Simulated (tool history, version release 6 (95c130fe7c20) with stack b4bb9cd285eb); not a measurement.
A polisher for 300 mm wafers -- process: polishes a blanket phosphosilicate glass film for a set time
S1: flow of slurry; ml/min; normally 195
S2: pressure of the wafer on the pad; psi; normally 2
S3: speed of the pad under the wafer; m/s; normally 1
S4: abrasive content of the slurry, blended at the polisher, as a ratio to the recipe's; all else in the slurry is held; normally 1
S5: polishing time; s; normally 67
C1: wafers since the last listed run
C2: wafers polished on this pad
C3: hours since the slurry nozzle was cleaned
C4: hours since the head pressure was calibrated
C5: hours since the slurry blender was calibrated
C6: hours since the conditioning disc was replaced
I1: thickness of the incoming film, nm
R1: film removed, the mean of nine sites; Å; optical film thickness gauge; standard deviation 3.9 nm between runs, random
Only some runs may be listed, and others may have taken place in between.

run,hour,S1,S2,S3,S4,S5,C1,C2,C3,C4,C5,C6,I1,R1
1,0,195,2,1,1,67,0,76,457.4,179.8,180.5,536.3,3160.2,3032
# hour 9.4: conditioning disc replaced and pad reconditioned
# hour 43.2: slurry blender recalibrated
2,64.3,195,2,1,1,67,612,689,521.7,244.1,21.1,54.9,3090.8,3055
3,127.9,195,2,1,1,67,646,1335,585.3,307.7,84.7,118.5,3104.6,2915
4,156.2,195,2,1,1.2,67,287,1623,613.6,336,113,146.8,3132.3,3335
# hour 180.3: worn pad replaced by a new one
5,213,195,2,1,1.2,67,536,331,670.4,392.8,169.8,203.6,3162.2,3393
6,255.6,195,2,1,1,67,432,764,713,435.4,212.4,246.2,3115.5,2952
# hour 276.6: slurry blender recalibrated
7,301.2,195,2,1,1,67,443,1208,758.6,481,24.6,291.8,3095.5,2973
8,357.6,195,2,1,1,67,573,1781,815,537.4,81,348.2,3086.3,2871
# hour 366.1: worn pad replaced by a new one
9,396,195,2,1,1,60,349,303,853.4,575.8,119.4,386.6,3112.8,2579
# hour 416.2: slurry nozzle cleaned
10,462,140,2,1,1,67,660,964,45.8,641.8,185.4,452.6,3112,2910
# hour 519.6: worn pad replaced by a new one
# hour 520: slurry blender recalibrated
11,533.7,160,1.7,1.34,1.2,67,684,139,117.5,713.5,13.7,524.3,3129,3600
12,566.7,145,2,1,1,67,335,474,150.5,746.5,46.7,557.3,3143.5,2991
# hour 588.7: conditioning disc replaced and pad reconditioned
# hour 596.7: head pressure recalibrated
13,619.5,175,2,1.1,1.25,90,495,970,203.3,22.8,99.5,30.8,3042,4917
14,653.1,195,1.8,1,0.8,67,341,1312,236.9,56.4,133.1,64.4,3139.3,2223
# hour 684.8: worn pad replaced by a new one
15,715.9,155,2.6,1.32,1,51,597,316,299.7,119.2,195.9,127.2,3113.8,3509
# hour 761.5: slurry blender recalibrated
16,763.4,195,2,1,1,67,462,778,347.2,166.7,1.9,174.7,3094.8,3113
17,819.9,195,2,1,1,67,574,1353,403.7,223.2,58.4,231.2,3066.1,3016
# hour 868.1: worn pad replaced by a new one
18,872.8,195,1.6,1,1,67,496,47,456.6,276.1,111.3,284.1,3054.2,2469
19,900,195,1.8,1,1,56,276,324,483.8,303.3,138.5,311.3,3143.5,2305

Hidden state, per run?
removal rate lost through wear of the pad, %: 0 across all the runs
deviation of the head's pressure from its setpoint, %: 0 across all the runs
abrasive missing from the slurry, %: 0 across all the runs
time polished since the conditioner stopped cutting, s: 0 across all the runs
H1: slurry flow missing at the pad, %
run,H1
1,13.3
2,16
3,19
4,20.4
5,23.5
6,26
7,28.8
8,32.6
9,35.3
10,3.11
11,3.6
12,3.98
13,4.77
14,5.39
15,6.82
16,8.11
17,9.91
18,11.8
19,12.9

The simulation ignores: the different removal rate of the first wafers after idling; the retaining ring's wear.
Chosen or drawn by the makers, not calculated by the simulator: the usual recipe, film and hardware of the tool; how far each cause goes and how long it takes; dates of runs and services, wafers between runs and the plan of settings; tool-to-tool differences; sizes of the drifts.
